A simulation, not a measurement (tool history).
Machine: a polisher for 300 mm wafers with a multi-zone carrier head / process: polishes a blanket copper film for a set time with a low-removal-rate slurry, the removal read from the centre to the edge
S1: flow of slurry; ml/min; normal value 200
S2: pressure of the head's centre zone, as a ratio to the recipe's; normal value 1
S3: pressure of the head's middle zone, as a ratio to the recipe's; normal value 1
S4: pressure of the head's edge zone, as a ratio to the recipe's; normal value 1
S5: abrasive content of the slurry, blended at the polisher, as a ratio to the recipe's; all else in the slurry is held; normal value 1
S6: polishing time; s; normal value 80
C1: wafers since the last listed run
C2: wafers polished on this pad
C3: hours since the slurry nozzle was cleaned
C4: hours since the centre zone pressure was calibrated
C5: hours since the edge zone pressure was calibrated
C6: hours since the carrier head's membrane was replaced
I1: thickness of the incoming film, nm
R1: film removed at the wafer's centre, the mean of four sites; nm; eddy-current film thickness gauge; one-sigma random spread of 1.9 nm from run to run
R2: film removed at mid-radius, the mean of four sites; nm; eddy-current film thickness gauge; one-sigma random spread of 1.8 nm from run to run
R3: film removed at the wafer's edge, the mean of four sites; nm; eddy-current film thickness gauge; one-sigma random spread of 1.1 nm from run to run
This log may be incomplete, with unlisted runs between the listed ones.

run 1 hour=0 | S1=200 S2=1 S3=1 S4=1 S5=0.8 S6=80 | C1=0 C2=284 C3=580.1 C4=994.5 C5=768.2 C6=1362.9 | I1=753.8 | R1=132.6 R2=138.7 R3=139.8
run 2 hour=101 | S1=200 S2=1 S3=1 S4=1 S5=1 S6=80 | C1=784 C2=1069 C3=681.1 C4=1095.5 C5=869.2 C6=1463.9 | I1=747.5 | R1=137.2 R2=144.6 R3=142.4
-- hour=109.6 edge zone pressure recalibrated
run 3 hour=151.2 | S1=200 S2=1 S3=1 S4=1 S5=1 S6=80 | C1=374 C2=1444 C3=731.3 C4=1145.7 C5=41.6 C6=1514.1 | I1=758.4 | R1=138.1 R2=139.7 R3=140.4
run 4 hour=226.1 | S1=200 S2=1 S3=1 S4=1 S5=1 S6=80 | C1=581 C2=2026 C3=806.2 C4=1220.6 C5=116.5 C6=1589 | I1=771.4 | R1=135.6 R2=138.3 R3=140.4
-- hour=231 slurry nozzle cleaned
run 5 hour=326.9 | S1=200 S2=1 S3=1 S4=1 S5=1 S6=80 | C1=775 C2=2801 C3=95.9 C4=1321.4 C5=217.3 C6=1689.8 | I1=758.4 | R1=134.2 R2=140.2 R3=137.6
run 6 hour=363.9 | S1=200 S2=1 S3=1 S4=1 S5=1 S6=80 | C1=287 C2=3089 C3=132.9 C4=1358.4 C5=254.3 C6=1726.8 | I1=753.7 | R1=134.4 R2=136.1 R3=138.7
-- hour=375.3 worn pad replaced by a new one, repeated, since the last time left the tool worse
-- hour=390.4 carrier head's membrane replaced by a new one
run 7 hour=441 | S1=200 S2=1 S3=1 S4=1 S5=1 S6=80 | C1=529 C2=471 C3=210 C4=1435.5 C5=331.4 C6=50.6 | I1=760.1 | R1=158.9 R2=162.6 R3=159.9
run 8 hour=512.2 | S1=200 S2=1 S3=1 S4=1 S5=1 S6=80 | C1=553 C2=1024 C3=281.2 C4=1506.7 C5=402.6 C6=121.8 | I1=761.6 | R1=153 R2=158 R3=157.8
run 9 hour=603.1 | S1=265 S2=1 S3=1 S4=1 S5=1.25 S6=88 | C1=706 C2=1730 C3=372.1 C4=1597.6 C5=493.5 C6=212.7 | I1=757.7 | R1=179 R2=184.8 R3=184.9
-- hour=661.2 centre zone pressure recalibrated
run 10 hour=691.8 | S1=200 S2=1 S3=1 S4=1 S5=1.25 S6=80 | C1=673 C2=2404 C3=460.8 C4=30.6 C5=582.2 C6=301.4 | I1=758.3 | R1=159.1 R2=164.4 R3=163.8
-- hour=787.2 worn pad replaced by a new one
run 11 hour=787.7 | S1=200 S2=1 S3=1 S4=0.95 S5=1 S6=80 | C1=714 C2=3 C3=556.7 C4=126.5 C5=678.1 C6=397.3 | I1=772.5 | R1=159.9 R2=161.1 R3=160.2
run 12 hour=846.1 | S1=200 S2=1 S3=1 S4=1 S5=1 S6=80 | C1=453 C2=457 C3=615.1 C4=184.9 C5=736.5 C6=455.7 | I1=765.1 | R1=158.9 R2=159.8 R3=161
run 13 hour=906.7 | S1=240 S2=1 S3=1 S4=1.09 S5=1.25 S6=98 | C1=470 C2=928 C3=675.7 C4=245.5 C5=797.1 C6=516.3 | I1=764.5 | R1=202.9 R2=206.8 R3=212.5
-- hour=970.9 slurry nozzle cleaned
-- hour=972.3 edge zone pressure recalibrated
run 14 hour=986 | S1=220 S2=1 S3=1 S4=1 S5=1 S6=66 | C1=597 C2=1526 C3=15.1 C4=324.8 C5=13.7 C6=595.6 | I1=755.8 | R1=127.4 R2=132.8 R3=132
run 15 hour=1090.8 | S1=200 S2=1 S3=1 S4=1 S5=1 S6=80 | C1=814 C2=2340 C3=119.9 C4=429.6 C5=118.5 C6=700.4 | I1=772.8 | R1=149.2 R2=153.3 R3=154.8
run 16 hour=1158.4 | S1=200 S2=1 S3=1 S4=1.05 S5=1.15 S6=65 | C1=525 C2=2865 C3=187.5 C4=497.2 C5=186.1 C6=768 | I1=769.9 | R1=125.5 R2=130.3 R3=131.4
run 17 hour=1199.7 | S1=200 S2=1 S3=1 S4=1 S5=1.15 S6=80 | C1=320 C2=3186 C3=228.8 C4=538.5 C5=227.4 C6=809.3 | I1=746.9 | R1=151.8 R2=158.2 R3=160.3
run 18 hour=1258.7 | S1=200 S2=1 S3=0.9 S4=0.92 S5=1 S6=52 | C1=458 C2=3645 C3=287.8 C4=597.5 C5=286.4 C6=868.3 | I1=764.4 | R1=98.7 R2=95 R3=97.8
-- hour=1293.6 worn pad replaced by a new one
run 19 hour=1307.5 | S1=235 S2=1 S3=1 S4=1 S5=1 S6=80 | C1=348 C2=108 C3=336.6 C4=646.3 C5=335.2 C6=917.1 | I1=756 | R1=161.9 R2=166.8 R3=163.3
run 20 hour=1372.6 | S1=200 S2=1 S3=1 S4=1 S5=1 S6=80 | C1=505 C2=614 C3=401.7 C4=711.4 C5=400.3 C6=982.2 | I1=755.9 | R1=156.3 R2=157.9 R3=158.3
run 21 hour=1561.9 | S1=200 S2=1 S3=1 S4=1 S5=1.15 S6=80 | C1=1470 C2=2084 C3=591 C4=900.7 C5=589.6 C6=1171.5 | I1=748.6 | R1=159 R2=163.1 R3=159.4
run 22 hour=1610.7 | S1=200 S2=1 S3=0.94 S4=1 S5=1 S6=80 | C1=379 C2=2464 C3=639.8 C4=949.5 C5=638.4 C6=1220.3 | I1=757.5 | R1=151.5 R2=149.6 R3=154.9

Here are 3 independent what-if runs from the current tool condition. What would each one return?
run A hour=1611.2 | S1=200 S2=1 S3=1 S4=1 S5=1 S6=80 | C1=3 C2=2467 C3=640.3 C4=950 C5=638.9 C6=1220.8 | I1=760 | R1=? R2=? R3=?
run B hour=1611.2 | S1=265 S2=1 S3=1 S4=1 S5=1 S6=94 | C1=3 C2=2467 C3=640.3 C4=950 C5=638.9 C6=1220.8 | I1=760 | R1=? R2=? R3=?
run C hour=1611.2 | S1=200 S2=1 S3=1.1 S4=1 S5=0.85 S6=56 | C1=3 C2=2467 C3=640.3 C4=950 C5=638.9 C6=1220.8 | I1=760 | R1=? R2=? R3=?

run=A R1=148.6 R2=153.9 R3=155.9
run=B R1=182.2 R2=187.8 R3=188.5
run=C R1=101.3 R2=112.3 R3=106.1
With no hidden state in the tool, these same runs would have given:
run=A R1=157.4 R2=162.9 R3=165.1
run=B R1=192.9 R2=198.9 R3=199.6
run=C R1=107.3 R2=118.9 R3=112.4
